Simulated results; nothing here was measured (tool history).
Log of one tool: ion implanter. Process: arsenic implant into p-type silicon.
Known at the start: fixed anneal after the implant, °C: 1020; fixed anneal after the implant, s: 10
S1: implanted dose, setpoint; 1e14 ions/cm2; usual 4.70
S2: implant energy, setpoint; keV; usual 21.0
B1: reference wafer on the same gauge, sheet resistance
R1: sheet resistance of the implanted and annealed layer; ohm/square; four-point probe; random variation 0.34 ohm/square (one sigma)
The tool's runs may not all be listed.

| run | hour | S1 | S2 | B1 | R1 |
|---|---|---|---|---|---|
| 1 | 0.0 | 4.01 | 21.0 | 216.08 | 258.25 |
| 2 | 80.5 | 4.33 | 15.5 | 216.00 | 255.50 |
| 3 | 320.2 | 4.70 | 21.0 | 215.89 | 232.45 |
| 4 | 383.6 | 4.70 | 21.0 | 216.09 | 233.06 |
| 5 | 432.0 | 4.70 | 21.0 | 216.03 | 226.27 |
| 6 | 511.3 | 4.70 | 21.0 | 216.04 | 226.29 |
| 7 | 550.5 | 4.70 | 21.0 | 216.04 | 226.02 |
| 8 | 656.6 | 5.71 | 18.0 | 215.96 | 201.99 |
| 9 | 706.7 | 3.94 | 24.5 | 216.04 | 251.87 |
| 10 | 746.6 | 3.93 | 17.5 | 215.92 | 264.09 |
| 11 | 805.4 | 4.70 | 21.0 | 216.17 | 225.94 |
| 12 | 865.4 | 5.38 | 16.0 | 216.02 | 214.31 |
| 13 | 931.2 | 4.70 | 21.0 | 216.08 | 227.03 |
| 14 | 978.8 | 4.70 | 24.0 | 215.92 | 222.01 |

Not shown: 3 entries that the log had between the listed runs. Between which runs, and how does the tool's hidden state differ before and after?
Between runs 4 and 5: extraction supply calibrated (hour 411.4); Faraday cup replaced and dose calibrated (hour 427.3)
  deviation of the true dose from the Faraday cup's reading, %: -3.79 -> 0.442
  measured less the result without the state, R1: +6.45 -> -0.72 ohm/square
Between runs 5 and 6: gauge calibrated (hour 506.8)
  deviation of the true dose from the Faraday cup's reading, %: 0.442 -> 0.429
  measured less the result without the state, R1: -0.72 -> -0.70 ohm/square

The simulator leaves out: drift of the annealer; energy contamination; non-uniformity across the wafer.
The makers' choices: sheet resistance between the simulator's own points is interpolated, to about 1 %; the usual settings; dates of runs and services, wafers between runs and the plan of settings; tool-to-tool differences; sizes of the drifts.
